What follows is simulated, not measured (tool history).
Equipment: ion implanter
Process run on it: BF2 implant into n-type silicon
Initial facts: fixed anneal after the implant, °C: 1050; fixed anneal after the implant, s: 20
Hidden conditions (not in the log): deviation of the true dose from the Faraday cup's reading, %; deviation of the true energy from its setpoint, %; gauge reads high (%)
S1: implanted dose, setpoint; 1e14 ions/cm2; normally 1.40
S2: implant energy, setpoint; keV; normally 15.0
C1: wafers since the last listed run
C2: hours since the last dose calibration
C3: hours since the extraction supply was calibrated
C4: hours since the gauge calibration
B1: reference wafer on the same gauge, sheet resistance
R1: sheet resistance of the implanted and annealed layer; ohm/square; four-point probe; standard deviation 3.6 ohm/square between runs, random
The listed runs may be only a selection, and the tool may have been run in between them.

run 1 day=0.000 | S1=1.40 S2=16.5 | C1=0 C2=752.1 C3=5099.0 C4=1806.1 | B1=622.42 | R1=731.72
run 2 day=1.892 | S1=1.40 S2=16.5 | C1=433 C2=797.5 C3=5144.4 C4=1851.5 | B1=621.37 | R1=731.67
run 3 day=4.458 | S1=1.40 S2=15.0 | C1=588 C2=859.1 C3=5206.0 C4=1913.1 | B1=624.23 | R1=747.34
run 4 day=6.104 | S1=1.40 S2=15.0 | C1=377 C2=898.6 C3=5245.5 C4=1952.6 | B1=622.51 | R1=745.38
run 5 day=7.267 | S1=1.40 S2=19.0 | C1=266 C2=926.5 C3=5273.4 C4=1980.5 | B1=623.31 | R1=726.68
run 6 day=10.029 | S1=1.40 S2=19.0 | C1=633 C2=992.8 C3=5339.7 C4=2046.8 | B1=622.70 | R1=734.78
-- day=10.958 Faraday cup replaced and dose calibrated
run 7 day=11.408 | S1=1.40 S2=15.0 | C1=239 C2=10.8 C3=5372.8 C4=2079.9 | B1=623.37 | R1=729.06
run 8 day=13.317 | S1=1.40 S2=15.0 | C1=437 C2=56.6 C3=5418.6 C4=2125.7 | B1=622.39 | R1=737.05
run 9 day=15.129 | S1=1.40 S2=15.0 | C1=415 C2=100.1 C3=5462.1 C4=2169.2 | B1=623.51 | R1=731.10
run 10 day=17.083 | S1=1.40 S2=15.0 | C1=448 C2=147.0 C3=5509.0 C4=2216.1 | B1=622.94 | R1=729.79
run 11 day=23.358 | S1=1.40 S2=15.0 | C1=1439 C2=297.6 C3=5659.6 C4=2366.7 | B1=623.12 | R1=731.74
run 12 day=26.092 | S1=1.40 S2=15.0 | C1=626 C2=363.2 C3=5725.2 C4=2432.3 | B1=623.27 | R1=733.40
run 13 day=28.488 | S1=1.19 S2=18.0 | C1=549 C2=420.7 C3=5782.7 C4=2489.8 | B1=622.99 | R1=826.04
run 14 day=29.567 | S1=1.77 S2=20.0 | C1=247 C2=446.6 C3=5808.6 C4=2515.7 | B1=622.77 | R1=586.37
run 15 day=30.679 | S1=1.60 S2=12.5 | C1=255 C2=473.3 C3=5835.3 C4=2542.4 | B1=623.38 | R1=670.53
run 16 day=32.825 | S1=1.40 S2=15.0 | C1=492 C2=524.8 C3=5886.8 C4=2593.9 | B1=621.47 | R1=735.97
-- day=32.842 gauge calibrated
run 17 day=34.108 | S1=0.99 S2=11.0 | C1=294 C2=555.6 C3=5917.6 C4=30.4 | B1=621.22 | R1=1039.24
run 18 day=36.538 | S1=1.57 S2=18.5 | C1=557 C2=613.9 C3=5975.9 C4=88.7 | B1=622.69 | R1=659.55
run 19 day=38.817 | S1=1.79 S2=12.5 | C1=522 C2=668.6 C3=6030.6 C4=143.4 | B1=622.28 | R1=615.65
run 20 day=47.642 | S1=1.40 S2=15.0 | C1=2024 C2=880.4 C3=6242.4 C4=355.2 | B1=624.01 | R1=749.04
run 21 day=50.096 | S1=1.71 S2=18.0 | C1=562 C2=939.3 C3=6301.3 C4=414.1 | B1=622.13 | R1=625.33
run 22 day=51.196 | S1=1.40 S2=15.0 | C1=252 C2=965.7 C3=6327.7 C4=440.5 | B1=623.51 | R1=747.49
run 23 day=53.183 | S1=1.16 S2=15.0 | C1=455 C2=1013.4 C3=6375.4 C4=488.2 | B1=624.02 | R1=895.70
-- day=55.275 extraction supply calibrated
run 24 day=55.775 | S1=1.40 S2=15.0 | C1=517 C2=1075.6 C3=12.0 C4=550.4 | B1=621.60 | R1=759.91
run 25 day=57.883 | S1=1.51 S2=12.5 | C1=483 C2=1126.2 C3=62.6 C4=601.0 | B1=622.23 | R1=731.89
run 26 day=59.667 | S1=1.57 S2=20.0 | C1=409 C2=1169.0 C3=105.4 C4=643.8 | B1=622.02 | R1=681.69
-- day=60.283 Faraday cup replaced and dose calibrated
run 27 day=60.954 | S1=1.82 S2=15.0 | C1=218 C2=16.1 C3=136.3 C4=674.7 | B1=622.19 | R1=585.72
run 28 day=63.158 | S1=1.15 S2=15.0 | C1=505 C2=69.0 C3=189.2 C4=727.6 | B1=622.67 | R1=862.82
run 29 day=65.633 | S1=1.40 S2=10.0 | C1=567 C2=128.4 C3=248.6 C4=787.0 | B1=624.32 | R1=763.65
run 30 day=68.142 | S1=1.40 S2=20.0 | C1=575 C2=188.6 C3=308.8 C4=847.2 | B1=623.66 | R1=708.26
run 31 day=69.342 | S1=1.40 S2=15.0 | C1=275 C2=217.4 C3=337.6 C4=876.0 | B1=624.18 | R1=726.78
run 32 day=71.792 | S1=1.15 S2=12.5 | C1=561 C2=276.2 C3=396.4 C4=934.8 | B1=622.78 | R1=873.68
run 33 day=74.396 | S1=1.40 S2=15.0 | C1=597 C2=338.7 C3=458.9 C4=997.3 | B1=623.65 | R1=725.87
run 34 day=77.029 | S1=1.40 S2=15.0 | C1=603 C2=401.9 C3=522.1 C4=1060.5 | B1=623.18 | R1=734.50
run 35 day=79.838 | S1=1.40 S2=15.0 | C1=644 C2=469.3 C3=589.5 C4=1127.9 | B1=622.53 | R1=736.65
run 36 day=81.829 | S1=1.40 S2=15.0 | C1=456 C2=517.1 C3=637.3 C4=1175.7 | B1=623.38 | R1=739.92

Entry by entry between the runs, the difference in hidden state between the last listed run before and the first listed run after:
After run 6, before run 7: Faraday cup replaced and dose calibrated (day 10.958)
  deviation of the true dose from the Faraday cup's reading, %: -3.77 -> -0.234
  what was measured, less what the result would be without the hidden state, R1: +23.35 -> +1.46 ohm/square
After run 16, before run 17: gauge calibrated (day 32.842)
  deviation of the true dose from the Faraday cup's reading, %: -1.38 -> -1.52
  what was measured, less what the result would be without the hidden state, R1: +8.65 -> +13.41 ohm/square
After run 23, before run 24: extraction supply calibrated (day 55.275)
  deviation of the true dose from the Faraday cup's reading, %: -4.5 -> -5.04
  what was measured, less what the result would be without the hidden state, R1: +34.18 -> +32.77 ohm/square
After run 26, before run 27: Faraday cup replaced and dose calibrated (day 60.283)
  deviation of the true dose from the Faraday cup's reading, %: -5.91 -> 0.166
  what was measured, less what the result would be without the hidden state, R1: +34.10 -> -0.83 ohm/square

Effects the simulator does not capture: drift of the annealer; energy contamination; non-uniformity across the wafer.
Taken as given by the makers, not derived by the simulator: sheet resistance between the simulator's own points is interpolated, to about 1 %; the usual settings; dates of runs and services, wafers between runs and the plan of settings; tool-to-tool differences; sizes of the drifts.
